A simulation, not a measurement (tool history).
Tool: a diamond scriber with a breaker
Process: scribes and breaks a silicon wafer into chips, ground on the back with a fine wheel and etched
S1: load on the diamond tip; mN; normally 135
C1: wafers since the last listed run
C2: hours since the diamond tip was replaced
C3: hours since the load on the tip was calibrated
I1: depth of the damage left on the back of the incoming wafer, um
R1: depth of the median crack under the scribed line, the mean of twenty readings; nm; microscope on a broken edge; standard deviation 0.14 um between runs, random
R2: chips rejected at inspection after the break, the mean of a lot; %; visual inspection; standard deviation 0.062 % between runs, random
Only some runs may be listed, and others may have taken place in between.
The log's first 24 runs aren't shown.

run 25 hour=537.3 | S1=162 | C1=44 C2=112.7 C3=1664.5 | I1=0.55 | R1=10210 R2=7.15
-- hour=576.0 load on the tip recalibrated
run 26 hour=600.5 | S1=99 | C1=112 C2=175.9 C3=24.5 | I1=0.40 | R1=4300 R2=40.24
run 27 hour=630.6 | S1=135 | C1=55 C2=206.0 C3=54.6 | I1=0.42 | R1=7760 R2=1.38
run 28 hour=654.0 | S1=153 | C1=43 C2=229.4 C3=78.0 | I1=0.60 | R1=9480 R2=3.10
run 29 hour=684.3 | S1=113 | C1=55 C2=259.7 C3=108.3 | I1=0.35 | R1=5620 R2=15.69
run 30 hour=699.7 | S1=170 | C1=28 C2=275.1 C3=123.7 | I1=0.57 | R1=10480 R2=9.74
run 31 hour=713.5 | S1=165 | C1=25 C2=288.9 C3=137.5 | I1=0.36 | R1=10110 R2=6.71
run 32 hour=734.5 | S1=135 | C1=38 C2=309.9 C3=158.5 | I1=0.67 | R1=7500 R2=1.61
run 33 hour=750.6 | S1=135 | C1=29 C2=326.0 C3=174.6 | I1=0.37 | R1=7700 R2=1.77
run 34 hour=769.1 | S1=112 | C1=34 C2=344.5 C3=193.1 | I1=0.70 | R1=5490 R2=18.21
run 35 hour=799.1 | S1=162 | C1=55 C2=374.5 C3=223.1 | I1=0.44 | R1=10030 R2=5.07
run 36 hour=832.3 | S1=160 | C1=61 C2=407.7 C3=256.3 | I1=0.57 | R1=9760 R2=4.49
run 37 hour=858.7 | S1=107 | C1=48 C2=434.1 C3=282.7 | I1=0.56 | R1=5040 R2=27.02
run 38 hour=877.0 | S1=106 | C1=33 C2=452.4 C3=301.0 | I1=0.77 | R1=4960 R2=27.63
run 39 hour=892.1 | S1=100 | C1=27 C2=467.5 C3=316.1 | I1=0.50 | R1=4180 R2=41.44
run 40 hour=910.2 | S1=151 | C1=33 C2=485.6 C3=334.2 | I1=0.64 | R1=8900 R2=2.11
run 41 hour=973.4 | S1=169 | C1=116 C2=548.8 C3=397.4 | I1=0.78 | R1=10060 R2=6.83

Consider 4 possible next runs. They are alternatives, not a sequence: every one starts from the tool as it was left by run 41. What does each give?
run A hour=974.0 | S1=135 | C1=1 C2=549.4 C3=398.0 | I1=0.70 | R1=? R2=?
run B hour=974.0 | S1=155 | C1=1 C2=549.4 C3=398.0 | I1=0.70 | R1=? R2=?
run C hour=974.0 | S1=154 | C1=1 C2=549.4 C3=398.0 | I1=0.70 | R1=? R2=?
run D hour=974.0 | S1=96 | C1=1 C2=549.4 C3=398.0 | I1=0.70 | R1=? R2=?

run=A R1=7370 R2=2.21
run=B R1=8910 R2=2.69
run=C R1=8840 R2=2.48
run=D R1=3710 R2=53.05
The same runs, with their run-to-run variation unchanged, on a tool lacking any hidden condition would have given:
run=A R1=8020 R2=1.33
run=B R1=9700 R2=5.66
run=C R1=9620 R2=5.29
run=D R1=4040 R2=45.27

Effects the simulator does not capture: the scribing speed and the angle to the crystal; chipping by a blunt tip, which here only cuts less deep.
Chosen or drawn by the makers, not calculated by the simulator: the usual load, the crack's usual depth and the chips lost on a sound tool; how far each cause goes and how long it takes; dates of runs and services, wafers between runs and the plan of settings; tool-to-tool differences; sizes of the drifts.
